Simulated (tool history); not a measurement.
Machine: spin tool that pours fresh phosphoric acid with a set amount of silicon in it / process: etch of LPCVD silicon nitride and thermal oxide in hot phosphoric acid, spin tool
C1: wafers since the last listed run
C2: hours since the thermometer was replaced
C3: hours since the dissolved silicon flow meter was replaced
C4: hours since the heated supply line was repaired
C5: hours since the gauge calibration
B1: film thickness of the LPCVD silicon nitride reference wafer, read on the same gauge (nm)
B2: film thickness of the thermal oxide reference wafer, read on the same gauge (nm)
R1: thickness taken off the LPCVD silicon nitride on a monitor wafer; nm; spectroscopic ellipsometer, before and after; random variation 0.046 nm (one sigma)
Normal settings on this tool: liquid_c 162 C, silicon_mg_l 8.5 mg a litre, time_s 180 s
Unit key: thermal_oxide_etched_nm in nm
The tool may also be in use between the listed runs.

run 1 day=0 | liquid_c=162 silicon_mg_l=8.5 time_s=180 | C1=0 C2=92.4 C3=1713 C4=456 C5=109.8 | B1=110 B2=29.997 | R1=14.17 thermal_oxide_etched_nm=0.466
run 2 day=2.858 | liquid_c=160.5 silicon_mg_l=8.5 time_s=180 | C1=543 C2=161 C3=1781.6 C4=524.6 C5=178.4 | B1=109.96 B2=30.016 | R1=13.47 thermal_oxide_etched_nm=0.402
run 3 day=4.592 | liquid_c=160.5 silicon_mg_l=8.5 time_s=180 | C1=329 C2=202.6 C3=1823.2 C4=566.2 C5=220 | B1=109.98 B2=30.03 | R1=13.42 thermal_oxide_etched_nm=0.455
run 4 day=6.042 | liquid_c=162 silicon_mg_l=8.5 time_s=180 | C1=275 C2=237.4 C3=1858 C4=601 C5=254.8 | B1=109.98 B2=30.026 | R1=14.15 thermal_oxide_etched_nm=0.504
run 5 day=8.371 | liquid_c=162 silicon_mg_l=8.5 time_s=180 | C1=443 C2=293.3 C3=1913.9 C4=656.9 C5=310.7 | B1=110.01 B2=29.997 | R1=14.04 thermal_oxide_etched_nm=0.491
run 6 day=10.854 | liquid_c=162 silicon_mg_l=8.5 time_s=180 | C1=472 C2=352.9 C3=1973.5 C4=716.5 C5=370.3 | B1=110 B2=29.974 | R1=13.98 thermal_oxide_etched_nm=0.446
-- day=13.267 dissolved silicon flow meter replaced
run 7 day=13.442 | liquid_c=162 silicon_mg_l=8.5 time_s=180 | C1=484 C2=415 C3=4.2 C4=778.6 C5=432.4 | B1=109.96 B2=30.022 | R1=13.96 thermal_oxide_etched_nm=0.446
run 8 day=17.529 | liquid_c=162 silicon_mg_l=8.5 time_s=180 | C1=777 C2=513.1 C3=102.3 C4=876.7 C5=530.5 | B1=109.99 B2=30.041 | R1=13.96 thermal_oxide_etched_nm=0.519

The next listed run, before its measurement:
run 9 day=19.733 | liquid_c=159 silicon_mg_l=8.5 time_s=285 | C1=419 C2=566 C3=155.2 C4=929.6 C5=583.4 | B1=? B2=? | R1=? thermal_oxide_etched_nm=?

B1: 109.98
B2: 30.025
R1: 19.74 nm
thermal_oxide_etched_nm: 0.606 nm
Minus the tool's unlogged condition, the same run would have read R1 20.74 nm, thermal_oxide_etched_nm 0.675 nm.
